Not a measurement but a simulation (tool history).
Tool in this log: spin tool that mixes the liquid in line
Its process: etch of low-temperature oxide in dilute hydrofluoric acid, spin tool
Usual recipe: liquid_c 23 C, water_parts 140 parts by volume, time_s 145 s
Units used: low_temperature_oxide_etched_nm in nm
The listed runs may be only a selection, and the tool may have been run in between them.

run   hour  liquid_c  water_parts  time_s  read-back film thickness of the low-temperature oxide reference wafer, read on the same gauge (nm)  low_temperature_oxide_etched_nm
  1      0        23          170     115                                                                                              149.98                             6.37
  2   11.1        23          170     115                                                                                              149.99                             6.33
  3   21.7        23          170     115                                                                                              150.01                             6.38
  4     36        23          190     145                                                                                              149.99                             6.98
  5   49.3        23          140     145                                                                                              149.99                             9.96
  6   66.2        23          140     145                                                                                              149.99                            10.01
  7   83.6        23          140     145                                                                                                 150                            10.09
  8   90.2        23          140     145                                                                                              150.01                            10.07
  9  102.5        23          140     145                                                                                              149.98                            10.12
 10  108.7        23          140     145                                                                                              150.01                             10.1
 11  120.6        23          140      85                                                                                              149.99                             5.86
     135.6  -- thermometer replaced
 12  138.4        21          170     185                                                                                                 150                             9.35
     148.5  -- hydrofluoric acid flow meter replaced
 13    149      25.5          140      60                                                                                              150.01                             4.17
 14  160.6      20.5          195      90                                                                                              150.02                             3.47
 15  170.5        19          140      75                                                                                              150.02                             3.99
       179  -- gauge calibrated
 16  187.8        23          140     145                                                                                              149.99                             9.11
     197.8  -- hydrofluoric acid flow meter replaced, repeated, since the last time left the tool worse
 17  198.3      24.5          120     190                                                                                              149.98                            18.18
 18  212.6        23          190     190                                                                                                 150                            10.03
 19  228.3        26          140      65                                                                                              150.01                             5.54
 20    245        23          140     145                                                                                              149.98                            10.95

Pick out some run-to-run changes in low_temperature_oxide_etched_nm. Of each, how much would a tool without hidden state show as well, from the settings, what came in and chance, and how much is left for the hidden state and any gauge scatter not in both results compared?
Hidden state present: liquid hotter than its thermometer reads (K); hydrofluoric acid flow below the setpoint (%); gauge reads high (%).
Run 15 -> 16: liquid_c 19 -> 23, time_s 75 -> 145, gauge calibrated. low_temperature_oxide_etched_nm +5.12 nm: hidden state -1.14, all else +6.26.
Run 16 -> 17: liquid_c 23 -> 24.5, water_parts 140 -> 120, time_s 145 -> 190, hydrofluoric acid flow meter replaced, repeated, since the last time left the tool worse. low_temperature_oxide_etched_nm +9.07 nm: hidden state +1.89, all else +7.18.
Run 17 -> 18: liquid_c 24.5 -> 23, water_parts 120 -> 190. low_temperature_oxide_etched_nm -8.15 nm: hidden state +0.03, all else -8.18.
